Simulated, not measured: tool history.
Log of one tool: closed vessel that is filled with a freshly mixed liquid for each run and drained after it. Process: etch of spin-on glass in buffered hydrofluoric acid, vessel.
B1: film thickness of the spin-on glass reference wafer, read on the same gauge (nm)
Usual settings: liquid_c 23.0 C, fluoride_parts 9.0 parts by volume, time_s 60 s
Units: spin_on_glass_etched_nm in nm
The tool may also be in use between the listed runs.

run 1 hour=0.0 | liquid_c=26.0 fluoride_parts=9.0 time_s=60 | B1=59.99 | spin_on_glass_etched_nm=183.15
run 2 hour=6.1 | liquid_c=26.0 fluoride_parts=9.0 time_s=60 | B1=59.97 | spin_on_glass_etched_nm=182.80
run 3 hour=12.7 | liquid_c=26.0 fluoride_parts=9.0 time_s=60 | B1=60.05 | spin_on_glass_etched_nm=183.06
run 4 hour=19.2 | liquid_c=23.0 fluoride_parts=9.0 time_s=35 | B1=60.00 | spin_on_glass_etched_nm=90.48
run 5 hour=32.2 | liquid_c=23.0 fluoride_parts=9.0 time_s=35 | B1=59.99 | spin_on_glass_etched_nm=90.07
run 6 hour=48.6 | liquid_c=23.0 fluoride_parts=9.0 time_s=60 | B1=60.03 | spin_on_glass_etched_nm=156.46
run 7 hour=64.1 | liquid_c=23.0 fluoride_parts=9.0 time_s=60 | B1=59.98 | spin_on_glass_etched_nm=156.83
run 8 hour=78.9 | liquid_c=23.0 fluoride_parts=9.0 time_s=60 | B1=59.99 | spin_on_glass_etched_nm=154.80
run 9 hour=91.3 | liquid_c=23.0 fluoride_parts=9.0 time_s=60 | B1=59.97 | spin_on_glass_etched_nm=155.65
run 10 hour=105.4 | liquid_c=23.0 fluoride_parts=9.0 time_s=60 | B1=60.00 | spin_on_glass_etched_nm=156.92
run 11 hour=117.9 | liquid_c=25.5 fluoride_parts=9.0 time_s=60 | B1=60.03 | spin_on_glass_etched_nm=179.68
-- hour=123.9 thermometer replaced
run 12 hour=133.7 | liquid_c=25.5 fluoride_parts=9.0 time_s=60 | B1=59.93 | spin_on_glass_etched_nm=179.94
run 13 hour=145.3 | liquid_c=25.5 fluoride_parts=9.0 time_s=60 | B1=60.02 | spin_on_glass_etched_nm=179.30
run 14 hour=162.9 | liquid_c=25.0 fluoride_parts=9.0 time_s=60 | B1=60.00 | spin_on_glass_etched_nm=174.01
-- hour=168.7 gauge calibrated
run 15 hour=175.8 | liquid_c=23.0 fluoride_parts=9.0 time_s=45 | B1=60.01 | spin_on_glass_etched_nm=118.89
run 16 hour=187.3 | liquid_c=23.0 fluoride_parts=10.5 time_s=85 | B1=59.98 | spin_on_glass_etched_nm=189.68
run 17 hour=199.1 | liquid_c=21.0 fluoride_parts=7.5 time_s=95 | B1=60.00 | spin_on_glass_etched_nm=265.96
run 18 hour=209.5 | liquid_c=24.5 fluoride_parts=7.0 time_s=40 | B1=60.04 | spin_on_glass_etched_nm=144.04
run 19 hour=218.3 | liquid_c=20.0 fluoride_parts=8.0 time_s=35 | B1=59.99 | spin_on_glass_etched_nm=88.00
run 20 hour=230.3 | liquid_c=26.0 fluoride_parts=9.0 time_s=60 | B1=60.00 | spin_on_glass_etched_nm=184.61
run 21 hour=238.9 | liquid_c=24.5 fluoride_parts=9.0 time_s=75 | B1=60.02 | spin_on_glass_etched_nm=215.03
run 22 hour=251.3 | liquid_c=23.0 fluoride_parts=9.0 time_s=60 | B1=60.05 | spin_on_glass_etched_nm=157.87
-- hour=252.9 hydrofluoric acid flow meter replaced
run 23 hour=264.5 | liquid_c=23.0 fluoride_parts=9.0 time_s=60 | B1=60.00 | spin_on_glass_etched_nm=140.18
run 24 hour=273.5 | liquid_c=23.0 fluoride_parts=6.5 time_s=50 | B1=60.00 | spin_on_glass_etched_nm=161.31
run 25 hour=287.6 | liquid_c=25.5 fluoride_parts=11.0 time_s=60 | B1=59.99 | spin_on_glass_etched_nm=136.18
run 26 hour=297.6 | liquid_c=25.5 fluoride_parts=11.0 time_s=60 | B1=60.03 | spin_on_glass_etched_nm=135.43
run 27 hour=306.1 | liquid_c=19.5 fluoride_parts=9.0 time_s=60 | B1=60.00 | spin_on_glass_etched_nm=115.11
run 28 hour=320.1 | liquid_c=21.0 fluoride_parts=7.0 time_s=85 | B1=60.00 | spin_on_glass_etched_nm=229.18

Forecast each of these 3 alternatives for the next run:
run A hour=320.8 | liquid_c=23.0 fluoride_parts=9.0 time_s=60 | B1=? | spin_on_glass_etched_nm=?
run B hour=320.8 | liquid_c=23.0 fluoride_parts=9.0 time_s=90 | B1=? | spin_on_glass_etched_nm=?
run C hour=320.8 | liquid_c=21.0 fluoride_parts=6.0 time_s=60 | B1=? | spin_on_glass_etched_nm=?

run=A B1=60.01 spin_on_glass_etched_nm=138.99
run=B B1=60.01 spin_on_glass_etched_nm=208.49
run=C B1=60.01 spin_on_glass_etched_nm=185.86
Without the tool's hidden state the same runs would have given:
run=A spin_on_glass_etched_nm=136.06
run=B spin_on_glass_etched_nm=204.09
run=C spin_on_glass_etched_nm=182.81

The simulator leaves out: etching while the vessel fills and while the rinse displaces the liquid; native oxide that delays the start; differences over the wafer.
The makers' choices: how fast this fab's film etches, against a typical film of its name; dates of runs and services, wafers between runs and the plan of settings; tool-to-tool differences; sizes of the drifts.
